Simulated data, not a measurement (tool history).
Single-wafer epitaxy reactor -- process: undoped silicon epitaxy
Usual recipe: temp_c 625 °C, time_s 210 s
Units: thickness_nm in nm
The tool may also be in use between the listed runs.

run	hour	temp_c	time_s	wafers since the last listed run	hours since the last pyrometer calibration	hours since the gauge calibration	read-back reference wafer on the same gauge, thickness_nm	thickness_nm
1	0.0	625	210	0	1210.1	342.4	17.700	22.787
2	26.2	625	210	173	1236.3	368.6	17.709	23.100
3	46.5	625	210	134	1256.6	388.9	17.700	22.643
4	76.7	625	210	199	1286.8	419.1	17.703	22.967
5	104.6	630	222	184	1314.7	447.0	17.697	27.354
6	139.1	630	222	228	1349.2	481.5	17.701	27.169
7	174.9	625	210	237	1385.0	517.3	17.661	23.013
8	195.5	625	210	136	1405.6	537.9	17.679	23.019
9	229.9	625	210	227	1440.0	572.3	17.698	23.198
# hour 238.4: pyrometer calibrated
10	254.6	625	210	110	16.2	597.0	17.708	21.409
11	278.0	625	210	154	39.6	620.4	17.670	21.273
# hour 282.6: gauge calibrated
12	304.4	639	181	174	66.0	21.8	17.680	25.269
13	335.7	611	210	207	97.3	53.1	17.682	15.230
14	369.0	619	190	220	130.6	86.4	17.710	16.768
15	393.8	625	210	164	155.4	111.2	17.694	21.362
16	411.5	621	242	117	173.1	128.9	17.721	22.278
17	441.2	625	210	196	202.8	158.6	17.725	21.240
18	461.1	615	230	131	222.7	178.5	17.693	18.414
19	491.2	621	247	199	252.8	208.6	17.678	22.769

For run 20, what comes out?
20	520.2	612	189	192	281.8	237.6	?	?

read-back reference wafer on the same gauge, thickness_nm: 17.701
thickness_nm: 14.095 nm
With the hidden condition absent and the run-to-run variation left alone, this run would have shown thickness_nm 14.145 nm.
